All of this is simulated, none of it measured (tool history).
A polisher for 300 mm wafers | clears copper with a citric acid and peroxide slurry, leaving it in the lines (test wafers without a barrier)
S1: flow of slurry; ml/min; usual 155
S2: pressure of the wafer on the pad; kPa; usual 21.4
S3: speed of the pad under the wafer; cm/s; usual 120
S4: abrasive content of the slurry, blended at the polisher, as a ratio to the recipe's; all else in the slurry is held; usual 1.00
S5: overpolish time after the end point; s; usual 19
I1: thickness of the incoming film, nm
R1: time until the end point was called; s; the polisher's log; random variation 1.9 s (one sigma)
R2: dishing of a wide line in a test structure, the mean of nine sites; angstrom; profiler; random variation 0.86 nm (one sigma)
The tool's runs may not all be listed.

run	hour	S1	S2	S3	S4	S5	I1	R1	R2
1	0.0	155	21.4	120	1.00	19	468.6	173.2	340
2	13.8	155	21.4	120	1.00	19	467.6	171.5	329
3	20.9	155	21.4	120	1.00	19	468.3	172.1	341
4	27.1	155	21.4	144	1.00	19	464.3	149.3	381
# hour 36.8: worn pad replaced by a new one
5	38.3	155	21.4	144	1.00	19	459.3	147.4	378
6	49.7	155	21.4	144	1.00	19	459.6	149.3	377
7	67.3	155	21.4	120	0.80	19	467.2	182.5	329
8	83.7	155	21.4	120	0.80	19	467.2	183.1	316
9	89.8	155	21.4	120	0.80	19	464.2	184.9	308
10	106.4	155	21.4	120	0.90	19	462.9	180.1	337
11	116.9	115	21.4	120	1.00	19	466.3	187.3	309
12	129.1	155	21.4	120	1.00	19	465.8	178.3	327
13	139.4	155	24.8	108	1.10	19	462.5	174.7	337
14	145.6	155	28.3	120	1.00	19	464.8	150.3	396
# hour 157.0: slurry blender recalibrated
15	162.3	155	21.4	96	1.20	25	461.4	188.8	397
16	175.2	205	21.4	130	1.00	19	463.4	147.7	384
17	181.6	105	17.9	102	1.00	24	466.6	222.4	332
18	198.9	155	14.5	120	1.00	25	463.2	204.0	372
19	209.7	155	21.4	120	0.80	19	465.9	172.4	340
# hour 211.7: slurry nozzle cleaned
20	223.3	155	21.4	120	1.30	19	461.7	154.7	361
# hour 238.4: head pressure recalibrated
# hour 239.4: worn pad replaced by a new one
21	239.9	155	21.4	120	1.25	10	457.0	153.7	209
22	243.7	130	14.5	148	0.80	19	461.9	184.1	321
23	250.5	155	15.2	120	1.00	26	465.2	200.5	363
24	260.8	155	29.0	84	1.00	19	465.2	179.7	325
25	269.5	155	21.4	120	1.00	19	463.8	168.7	348
26	286.2	155	21.4	154	1.00	23	464.4	134.4	446
27	292.6	155	21.4	84	0.85	19	467.9	228.4	277
28	309.6	155	21.4	120	1.00	19	464.2	165.9	348
29	326.8	205	28.3	152	1.25	19	467.6	107.5	504
30	335.5	155	15.9	98	1.00	19	463.6	236.5	256

3 ways to go on from here, each from the tool as it stands after run 30. What would each give?
A	336.0	155	16.5	120	1.00	19	465.3	?	?
B	336.0	155	24.8	146	0.85	19	465.3	?	?
C	336.0	155	21.4	120	1.15	19	465.3	?	?

run	R1	R2
A	192.1	301
B	132.8	409
C	162.6	348
Without the tool's hidden state the same runs would have given:
run	R1	R2
A	188.8	305
B	130.6	415
C	159.7	352
